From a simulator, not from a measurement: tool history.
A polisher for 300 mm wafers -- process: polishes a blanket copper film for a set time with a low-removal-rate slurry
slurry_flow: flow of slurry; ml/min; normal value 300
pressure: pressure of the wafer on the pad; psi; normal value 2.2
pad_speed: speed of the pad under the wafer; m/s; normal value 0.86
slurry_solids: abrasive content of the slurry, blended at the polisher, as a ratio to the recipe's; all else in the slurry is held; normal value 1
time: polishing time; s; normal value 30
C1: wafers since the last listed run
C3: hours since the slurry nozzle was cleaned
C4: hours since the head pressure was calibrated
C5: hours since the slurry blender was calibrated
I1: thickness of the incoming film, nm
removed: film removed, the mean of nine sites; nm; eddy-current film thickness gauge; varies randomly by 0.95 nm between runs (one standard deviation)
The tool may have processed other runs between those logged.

Run 1, hour 0.0: usual settings; C1 0; wafers polished on this pad 1652; C3 315.1; C4 514.5; C5 189.4; I1 796.2. Result: removed 64.6 nm.
At hour 51.5: worn pad replaced by a new one.
Run 2, hour 105.7: usual settings; C1 620; wafers polished on this pad 330; C3 420.8; C4 620.2; C5 295.1; I1 786.3. Result: removed 65.5 nm.
At hour 123.0: slurry blender recalibrated.
Run 3, hour 169.0: usual settings; C1 373; wafers polished on this pad 704; C3 484.1; C4 683.5; C5 46.0; I1 796.7. Result: removed 64.4 nm.
Run 4, hour 239.5: usual settings but slurry_flow 250 ml/min; C1 430; wafers polished on this pad 1134; C3 554.6; C4 754.0; C5 116.5; I1 788.3. Result: removed 61.0 nm.
Run 5, hour 316.8: usual settings but slurry_flow 250 ml/min; C1 471; wafers polished on this pad 1606; C3 631.9; C4 831.3; C5 193.8; I1 795.6. Result: removed 61.6 nm.
Run 6, hour 373.6: usual settings; C1 346; wafers polished on this pad 1952; C3 688.7; C4 888.1; C5 250.6; I1 799.2. Result: removed 63.1 nm.
At hour 379.4: head pressure recalibrated.
At hour 400.1: worn pad replaced by a new one.
At hour 449.1: slurry blender recalibrated.
At hour 462.1: slurry nozzle cleaned.
Run 7, hour 541.2: usual settings; C1 967; wafers polished on this pad 842; C3 79.1; C4 161.8; C5 92.1; I1 796.5. Result: removed 66.5 nm.
Run 8, hour 634.3: usual settings; C1 567; wafers polished on this pad 1410; C3 172.2; C4 254.9; C5 185.2; I1 792.4. Result: removed 66.7 nm.
Run 9, hour 717.8: usual settings; C1 509; wafers polished on this pad 1919; C3 255.7; C4 338.4; C5 268.7; I1 779.8. Result: removed 66.0 nm.
At hour 747.1: worn pad replaced by a new one.
Run 10, hour 756.1: usual settings; C1 209; wafers polished on this pad 55; C3 294.0; C4 376.7; C5 307.0; I1 802.4. Result: removed 63.8 nm.
At hour 763.6: slurry blender recalibrated.
Run 11, hour 836.0: usual settings but slurry_flow 385 ml/min, pad_speed 0.94 m/s; C1 475; wafers polished on this pad 530; C3 373.9; C4 456.6; C5 72.4; I1 794.4. Result: removed 72.1 nm.
Run 12, hour 905.2: usual settings; C1 422; wafers polished on this pad 952; C3 443.1; C4 525.8; C5 141.6; I1 777.6. Result: removed 63.8 nm.

What does the tool deliver on the next run?
Run 13, hour 1005.7: usual settings but pad_speed 1.10 m/s, time 35 s; C1 613; wafers polished on this pad 1565; C3 543.6; C4 626.3; C5 242.1; I1 799.6. Result: removed ?.

removed: 89.3 nm
Were there no unlogged condition in the tool, this run, its random variation unchanged, would have produced removed 92.0 nm.
